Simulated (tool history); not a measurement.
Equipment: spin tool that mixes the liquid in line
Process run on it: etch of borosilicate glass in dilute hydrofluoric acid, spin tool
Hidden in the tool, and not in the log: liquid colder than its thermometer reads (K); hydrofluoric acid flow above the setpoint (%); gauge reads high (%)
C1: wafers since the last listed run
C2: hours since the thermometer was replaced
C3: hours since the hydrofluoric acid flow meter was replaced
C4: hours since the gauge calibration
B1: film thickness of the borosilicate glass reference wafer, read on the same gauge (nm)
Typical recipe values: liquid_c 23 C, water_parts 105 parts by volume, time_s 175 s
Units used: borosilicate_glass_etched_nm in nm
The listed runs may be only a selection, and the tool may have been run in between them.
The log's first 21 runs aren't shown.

run 22 hour=1788.5 | liquid_c=23 water_parts=105 time_s=175 | C1=1987 C2=548.9 C3=1779.6 C4=890 | B1=59.96 | borosilicate_glass_etched_nm=41.84
run 23 hour=1886.8 | liquid_c=23 water_parts=130 time_s=140 | C1=883 C2=647.2 C3=1877.9 C4=988.3 | B1=59.98 | borosilicate_glass_etched_nm=26.05
-- hour=1968.6 hydrofluoric acid flow meter replaced
run 24 hour=1984.9 | liquid_c=25 water_parts=80 time_s=100 | C1=872 C2=745.3 C3=16.3 C4=1086.4 | B1=59.99 | borosilicate_glass_etched_nm=33.13
run 25 hour=2056.3 | liquid_c=20 water_parts=75 time_s=175 | C1=641 C2=816.7 C3=87.7 C4=1157.8 | B1=60 | borosilicate_glass_etched_nm=50.84
run 26 hour=2162.9 | liquid_c=19 water_parts=60 time_s=245 | C1=958 C2=923.3 C3=194.3 C4=1264.4 | B1=60 | borosilicate_glass_etched_nm=86.91
run 27 hour=2237.1 | liquid_c=23 water_parts=150 time_s=210 | C1=667 C2=997.5 C3=268.5 C4=1338.6 | B1=60.01 | borosilicate_glass_etched_nm=31.83
run 28 hour=2275.8 | liquid_c=18.5 water_parts=105 time_s=100 | C1=347 C2=1036.2 C3=307.2 C4=1377.3 | B1=60.01 | borosilicate_glass_etched_nm=19.03
run 29 hour=2347.7 | liquid_c=25.5 water_parts=105 time_s=175 | C1=646 C2=1108.1 C3=379.1 C4=1449.2 | B1=59.97 | borosilicate_glass_etched_nm=44.2
run 30 hour=2411.7 | liquid_c=23 water_parts=105 time_s=175 | C1=575 C2=1172.1 C3=443.1 C4=1513.2 | B1=60 | borosilicate_glass_etched_nm=40.14
run 31 hour=2499.8 | liquid_c=27.5 water_parts=105 time_s=265 | C1=792 C2=1260.2 C3=531.2 C4=1601.3 | B1=59.98 | borosilicate_glass_etched_nm=72.47
run 32 hour=2583.2 | liquid_c=23 water_parts=80 time_s=270 | C1=749 C2=1343.6 C3=614.6 C4=1684.7 | B1=60 | borosilicate_glass_etched_nm=84.61

Each row is a separate what-if for the run after 32, all from the same tool condition, not one after another. Results?
run A hour=2583.7 | liquid_c=23 water_parts=105 time_s=175 | C1=4 C2=1344.1 C3=615.1 C4=1685.2 | B1=? | borosilicate_glass_etched_nm=?
run B hour=2583.7 | liquid_c=23 water_parts=85 time_s=125 | C1=4 C2=1344.1 C3=615.1 C4=1685.2 | B1=? | borosilicate_glass_etched_nm=?
run C hour=2583.7 | liquid_c=18 water_parts=75 time_s=245 | C1=4 C2=1344.1 C3=615.1 C4=1685.2 | B1=? | borosilicate_glass_etched_nm=?
run D hour=2583.7 | liquid_c=21.5 water_parts=80 time_s=220 | C1=4 C2=1344.1 C3=615.1 C4=1685.2 | B1=? | borosilicate_glass_etched_nm=?
run E hour=2583.7 | liquid_c=23 water_parts=85 time_s=280 | C1=4 C2=1344.1 C3=615.1 C4=1685.2 | B1=? | borosilicate_glass_etched_nm=?

run=A B1=59.99 borosilicate_glass_etched_nm=40.64
run=B B1=59.99 borosilicate_glass_etched_nm=36.72
run=C B1=59.99 borosilicate_glass_etched_nm=67.07
run=D B1=59.99 borosilicate_glass_etched_nm=64.99
run=E B1=59.99 borosilicate_glass_etched_nm=82.26
Stripped of hidden state, with their random variation kept, the same runs would have yielded:
run=A borosilicate_glass_etched_nm=40.05
run=B borosilicate_glass_etched_nm=36.2
run=C borosilicate_glass_etched_nm=66.13
run=D borosilicate_glass_etched_nm=64.07
run=E borosilicate_glass_etched_nm=81.09
